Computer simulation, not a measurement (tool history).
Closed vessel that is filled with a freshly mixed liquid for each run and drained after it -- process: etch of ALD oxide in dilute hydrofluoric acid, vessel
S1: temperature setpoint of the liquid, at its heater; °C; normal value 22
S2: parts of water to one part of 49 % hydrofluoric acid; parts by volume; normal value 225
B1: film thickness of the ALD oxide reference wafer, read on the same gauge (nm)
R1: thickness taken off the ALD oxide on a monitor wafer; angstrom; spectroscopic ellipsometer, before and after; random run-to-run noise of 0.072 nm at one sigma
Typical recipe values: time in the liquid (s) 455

{"run": 1, "day": 0.0, "S1": 22, "S2": 225, "time in the liquid (s)": 455, "B1": 100, "R1": 167.6}
{"run": 2, "day": 2.038, "S1": 22, "S2": 225, "time in the liquid (s)": 455, "B1": 99.99, "R1": 165.6}
{"run": 3, "day": 3.696, "S1": 22, "S2": 225, "time in the liquid (s)": 455, "B1": 100, "R1": 165}
{"run": 4, "day": 5.983, "S1": 22, "S2": 225, "time in the liquid (s)": 310, "B1": 100, "R1": 112}
{"run": 5, "day": 8.621, "S1": 22, "S2": 225, "time in the liquid (s)": 310, "B1": 99.99, "R1": 112}
{"day": 13.25, "done": "gauge calibrated"}
{"run": 6, "day": 15.438, "S1": 22, "S2": 225, "time in the liquid (s)": 310, "B1": 100.01, "R1": 111.1}
{"day": 16.962, "done": "thermometer replaced"}
{"run": 7, "day": 17.538, "S1": 24, "S2": 225, "time in the liquid (s)": 280, "B1": 99.99, "R1": 112.3}
{"run": 8, "day": 18.604, "S1": 22, "S2": 195, "time in the liquid (s)": 455, "B1": 100.02, "R1": 201}
{"day": 19.046, "done": "hydrofluoric acid flow meter replaced"}
{"run": 9, "day": 21.238, "S1": 22, "S2": 225, "time in the liquid (s)": 455, "B1": 99.99, "R1": 168.9}

Run 10, settings as shown, results not yet in. Your forecast:
{"run": 10, "day": 23.938, "S1": 22, "S2": 130, "time in the liquid (s)": 595, "B1": "?", "R1": "?"}

Run 10 yielded B1 99.99, R1 426.2 angstrom.
Without the tool's hidden state the same run would have given R1 434 angstrom.
